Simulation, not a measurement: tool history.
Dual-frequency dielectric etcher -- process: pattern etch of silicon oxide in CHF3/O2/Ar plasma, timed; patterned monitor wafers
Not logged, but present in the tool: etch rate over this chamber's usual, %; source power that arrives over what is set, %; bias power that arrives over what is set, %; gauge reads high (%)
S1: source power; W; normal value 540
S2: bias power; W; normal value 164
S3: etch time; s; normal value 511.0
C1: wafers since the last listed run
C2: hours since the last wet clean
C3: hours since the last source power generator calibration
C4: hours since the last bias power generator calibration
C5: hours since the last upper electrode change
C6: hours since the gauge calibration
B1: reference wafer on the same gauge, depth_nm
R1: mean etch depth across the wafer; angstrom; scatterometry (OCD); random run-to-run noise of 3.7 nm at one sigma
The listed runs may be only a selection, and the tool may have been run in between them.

Run 1, hour 0.0: usual settings; C1 0; C2 174.0; C3 4208.0; C4 2219.5; C5 2781.5; C6 3.4; B1 874.9. Result: R1 9133 angstrom.
Run 2, hour 13.6: usual settings but S1 610 W; C1 57; C2 187.6; C3 4221.6; C4 2233.1; C5 2795.1; C6 17.0; B1 873.7. Result: R1 9725 angstrom.
Run 3, hour 27.8: usual settings but S1 610 W; C1 59; C2 201.8; C3 4235.8; C4 2247.3; C5 2809.3; C6 31.2; B1 873.4. Result: R1 9715 angstrom.
Run 4, hour 42.5: usual settings but S1 610 W; C1 61; C2 216.5; C3 4250.5; C4 2262.0; C5 2824.0; C6 45.9; B1 872.9. Result: R1 9631 angstrom.
Run 5, hour 77.0: usual settings; C1 144; C2 251.0; C3 4285.0; C4 2296.5; C5 2858.5; C6 80.4; B1 871.9. Result: R1 9087 angstrom.
Run 6, hour 106.0: usual settings; C1 121; C2 280.0; C3 4314.0; C4 2325.5; C5 2887.5; C6 109.4; B1 869.9. Result: R1 9165 angstrom.
Run 7, hour 138.2: usual settings; C1 135; C2 312.2; C3 4346.2; C4 2357.7; C5 2919.7; C6 141.6; B1 869.6. Result: R1 9192 angstrom.
At hour 193.1: bias power generator calibrated.
At hour 233.2: upper electrode replaced.
At hour 236.9: source power generator calibrated.
Run 8, hour 237.4: usual settings but S3 580.5 s; C1 283; C2 411.4; C3 0.5; C4 44.3; C5 4.2; C6 240.8; B1 865.4. Result: R1 10321 angstrom.
Run 9, hour 248.8: usual settings but S3 580.5 s; C1 47; C2 422.8; C3 11.9; C4 55.7; C5 15.6; C6 252.2; B1 865.8. Result: R1 10379 angstrom.
Run 10, hour 282.8: usual settings but S1 650 W; C1 142; C2 456.8; C3 45.9; C4 89.7; C5 49.6; C6 286.2; B1 864.0. Result: R1 9896 angstrom.
Run 11, hour 298.3: usual settings; C1 65; C2 472.3; C3 61.4; C4 105.2; C5 65.1; C6 301.7; B1 863.8. Result: R1 9099 angstrom.
Run 12, hour 323.8: usual settings but S2 134 W; C1 107; C2 497.8; C3 86.9; C4 130.7; C5 90.6; C6 327.2; B1 862.7. Result: R1 8303 angstrom.
Run 13, hour 347.1: usual settings but S2 130 W; C1 97; C2 521.1; C3 110.2; C4 154.0; C5 113.9; C6 350.5; B1 862.3. Result: R1 8158 angstrom.
At hour 350.6: gauge calibrated.
At hour 382.9: wet clean of the chamber.
Run 14, hour 383.4: usual settings; C1 51; C2 0.5; C3 146.5; C4 190.3; C5 150.2; C6 32.8; B1 873.6. Result: R1 9206 angstrom.
Run 15, hour 389.2: usual settings but S1 430 W, S2 138 W; C1 24; C2 6.3; C3 152.3; C4 196.1; C5 156.0; C6 38.6; B1 873.1. Result: R1 7683 angstrom.
Run 16, hour 417.1: usual settings but S1 630 W, S2 181 W, S3 374.5 s; C1 117; C2 34.2; C3 180.2; C4 224.0; C5 183.9; C6 66.5; B1 871.7. Result: R1 7492 angstrom.
Run 17, hour 444.0: usual settings but S1 420 W, S2 195 W, S3 642.5 s; C1 112; C2 61.1; C3 207.1; C4 250.9; C5 210.8; C6 93.4; B1 871.7. Result: R1 11181 angstrom.
Run 18, hour 476.7: usual settings; C1 137; C2 93.8; C3 239.8; C4 283.6; C5 243.5; C6 126.1; B1 870.4. Result: R1 9172 angstrom.
Run 19, hour 497.8: usual settings; C1 88; C2 114.9; C3 260.9; C4 304.7; C5 264.6; C6 147.2; B1 870.5. Result: R1 9141 angstrom.

How the hidden state differs across the entries between the runs, from the last listed run before each to the first after it:
Run 7 -> run 8: bias power generator calibrated (hour 193.1); upper electrode replaced (hour 233.2); source power generator calibrated (hour 236.9)
  gauge reads high (%): -0.64 -> -1.04
  measured value less the no-hidden-state value, R1: -59 -> -108 angstrom
Run 13 -> run 14: gauge calibrated (hour 350.6); wet clean of the chamber (hour 382.9)
  gauge reads high (%): -1.48 -> -0.141
  measured value less the no-hidden-state value, R1: -123 -> -13 angstrom

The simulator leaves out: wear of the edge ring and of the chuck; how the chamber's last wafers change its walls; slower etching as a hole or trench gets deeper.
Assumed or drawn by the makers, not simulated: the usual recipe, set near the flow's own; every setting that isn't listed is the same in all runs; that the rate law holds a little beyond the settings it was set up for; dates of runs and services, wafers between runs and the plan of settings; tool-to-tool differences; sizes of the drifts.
